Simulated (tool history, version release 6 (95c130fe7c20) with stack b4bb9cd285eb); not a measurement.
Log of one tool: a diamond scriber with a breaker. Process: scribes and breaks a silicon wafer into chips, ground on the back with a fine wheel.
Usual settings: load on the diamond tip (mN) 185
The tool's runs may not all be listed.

| run | hour | load on the diamond tip (mN) | wafers since the last listed run | hours since the diamond tip was replaced | hours since the load on the tip was calibrated | incoming depth of the damage left on the back of the incoming wafer, um | depth of the median crack under the scribed line (um) | chips rejected at inspection after the break (%) |
|---|---|---|---|---|---|---|---|---|
| 1 | 0.0 | 201 | 0 | 390.9 | 395.9 | 1.81 | 11.06 | 1.17 |
|  | 148.1 | diamond tip replaced by a new one |
| 2 | 243.2 | 185 | 754 | 95.1 | 639.1 | 1.54 | 11.46 | 0.99 |
| 3 | 345.7 | 219 | 320 | 197.6 | 741.6 | 2.65 | 12.66 | 2.09 |
| 4 | 447.2 | 219 | 317 | 299.1 | 843.1 | 2.89 | 12.32 | 2.08 |
| 5 | 532.6 | 219 | 267 | 384.5 | 928.5 | 1.60 | 12.21 | 1.05 |
| 6 | 573.0 | 203 | 126 | 424.9 | 968.9 | 2.93 | 11.68 | 2.48 |
| 7 | 678.3 | 203 | 329 | 530.2 | 1074.2 | 2.21 | 11.12 | 1.83 |
| 8 | 733.8 | 198 | 173 | 585.7 | 1129.7 | 2.52 | 10.49 | 2.68 |
| 9 | 812.2 | 153 | 245 | 664.1 | 1208.1 | 2.02 | 8.88 | 6.77 |
|  | 816.6 | diamond tip replaced by a new one |
| 10 | 908.1 | 149 | 293 | 91.5 | 1304.0 | 1.58 | 10.37 | 1.73 |
| 11 | 1009.3 | 204 | 316 | 192.7 | 1405.2 | 2.30 | 12.19 | 1.54 |
| 12 | 1061.3 | 154 | 162 | 244.7 | 1457.2 | 1.94 | 10.76 | 2.22 |
|  | 1104.5 | load on the tip recalibrated |
| 13 | 1162.8 | 205 | 311 | 346.2 | 58.3 | 2.04 | 11.84 | 1.17 |
| 14 | 1217.6 | 185 | 171 | 401.0 | 113.1 | 2.07 | 11.17 | 1.60 |
| 15 | 1318.9 | 200 | 317 | 502.3 | 214.4 | 2.66 | 11.02 | 2.12 |
| 16 | 1407.5 | 235 | 277 | 590.9 | 303.0 | 1.57 | 11.34 | 1.20 |
| 17 | 1446.2 | 166 | 121 | 629.6 | 341.7 | 1.60 | 9.32 | 4.97 |

Some steps in depth of the median crack under the scribed line (um) between neighbouring runs. How much of each would the tool show without its hidden state too (settings, what came in, random variation), and how much is left for the hidden state, with any gauge scatter that isn't in both results?
The hidden state here: share of the diamond tip's cutting effectiveness lost through wear, %; deviation of the load on the tip from its setpoint, %.
Run 9 -> 10: load on the diamond tip (mN) 153 -> 149, diamond tip replaced by a new one. depth of the median crack under the scribed line (um) +1.49: hidden state +1.62, all else -0.13.
Run 16 -> 17: load on the diamond tip (mN) 235 -> 166. depth of the median crack under the scribed line (um) -2.02: hidden state +0.08, all else -2.10.
